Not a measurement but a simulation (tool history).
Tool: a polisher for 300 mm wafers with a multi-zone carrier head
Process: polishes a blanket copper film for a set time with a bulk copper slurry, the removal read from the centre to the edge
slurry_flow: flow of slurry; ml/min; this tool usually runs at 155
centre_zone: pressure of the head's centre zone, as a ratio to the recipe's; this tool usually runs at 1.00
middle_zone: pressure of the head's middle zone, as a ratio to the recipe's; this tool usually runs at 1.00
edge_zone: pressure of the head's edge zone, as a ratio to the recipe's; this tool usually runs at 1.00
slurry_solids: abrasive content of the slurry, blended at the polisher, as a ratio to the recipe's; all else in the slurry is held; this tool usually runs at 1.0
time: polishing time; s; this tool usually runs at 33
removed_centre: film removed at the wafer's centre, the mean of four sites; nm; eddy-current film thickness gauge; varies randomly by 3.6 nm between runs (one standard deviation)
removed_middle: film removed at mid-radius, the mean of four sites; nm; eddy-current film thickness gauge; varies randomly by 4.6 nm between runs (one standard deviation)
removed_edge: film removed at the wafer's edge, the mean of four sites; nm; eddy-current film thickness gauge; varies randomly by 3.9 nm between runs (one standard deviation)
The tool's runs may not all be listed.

run	hour	slurry_flow	centre_zone	middle_zone	edge_zone	slurry_solids	time	incoming thickness of the incoming film, nm	removed_centre	removed_middle	removed_edge
1	0.0	155	1.00	1.00	1.00	1.0	33	2461.8	316.5	345.6	349.2
# hour 46.5: centre zone pressure recalibrated
2	60.1	155	0.91	1.00	1.00	1.0	33	2500.6	314.8	357.3	351.3
# hour 68.4: slurry nozzle cleaned
3	91.5	155	1.00	0.96	1.00	1.0	33	2470.7	336.5	336.4	346.3
# hour 122.2: worn pad replaced by a new one
4	135.9	155	1.00	0.96	1.00	1.0	33	2475.3	324.3	342.2	354.2
# hour 328.5: slurry nozzle cleaned
5	349.2	155	1.00	0.96	1.00	1.0	33	2492.5	316.9	342.2	347.9
# hour 385.9: worn pad replaced by a new one
# hour 430.0: centre zone pressure recalibrated
# hour 445.1: edge zone pressure recalibrated
6	533.7	155	1.00	1.00	1.00	1.0	33	2461.4	319.7	350.7	350.1
# hour 535.0: slurry nozzle cleaned
# hour 563.2: carrier head's membrane replaced by a new one
7	585.6	155	1.00	1.00	1.00	1.0	33	2478.5	321.6	339.4	348.9
8	616.9	155	1.00	1.00	1.00	1.0	33	2471.1	318.6	346.5	345.4
# hour 633.7: worn pad replaced by a new one
9	678.4	155	1.00	1.00	1.00	1.0	33	2496.1	316.5	341.3	349.8
10	717.2	155	1.00	1.00	1.00	1.0	33	2481.7	315.0	343.4	345.5
11	747.2	155	1.00	1.03	1.00	1.0	33	2504.2	314.7	350.6	348.3
12	771.6	155	1.00	1.00	1.11	1.0	33	2473.4	310.0	349.8	375.4
# hour 780.8: slurry nozzle cleaned
13	819.4	155	1.00	1.10	0.89	1.0	33	2432.2	315.0	384.0	336.9
# hour 841.1: worn pad replaced by a new one
14	848.0	175	1.00	1.00	1.00	1.0	39	2459.6	376.0	431.1	420.2
# hour 861.8: centre zone pressure recalibrated
15	895.7	155	1.00	1.00	1.00	1.0	33	2475.2	341.7	352.2	358.8
16	959.0	155	1.00	1.00	0.96	1.2	33	2437.8	337.6	354.8	353.6
# hour 1020.9: slurry nozzle cleaned
# hour 1044.4: worn pad replaced by a new one
17	1097.9	135	1.05	1.00	1.11	1.0	25	2466.1	247.4	262.2	269.7
18	1148.5	155	1.04	1.07	1.00	1.0	33	2493.0	331.5	359.8	351.8

3 options for the next run, each taken on its own from the tool as it stands now. Forecast them:
A	1148.9	155	1.00	1.00	1.00	1.0	33	2531.5	?	?	?
B	1148.9	155	1.00	1.00	1.10	1.0	33	2531.5	?	?	?
C	1148.9	155	1.00	1.00	1.04	1.0	28	2531.5	?	?	?

run	removed_centre	removed_middle	removed_edge
A	318.5	346.2	346.9
B	318.5	346.1	363.7
C	270.2	293.7	300.0
Take away the tool's hidden state, keep each run's random variation, and the runs would have read:
run	removed_centre	removed_middle	removed_edge
A	357.2	346.0	346.9
B	357.2	345.9	363.7
C	303.1	293.5	300.0

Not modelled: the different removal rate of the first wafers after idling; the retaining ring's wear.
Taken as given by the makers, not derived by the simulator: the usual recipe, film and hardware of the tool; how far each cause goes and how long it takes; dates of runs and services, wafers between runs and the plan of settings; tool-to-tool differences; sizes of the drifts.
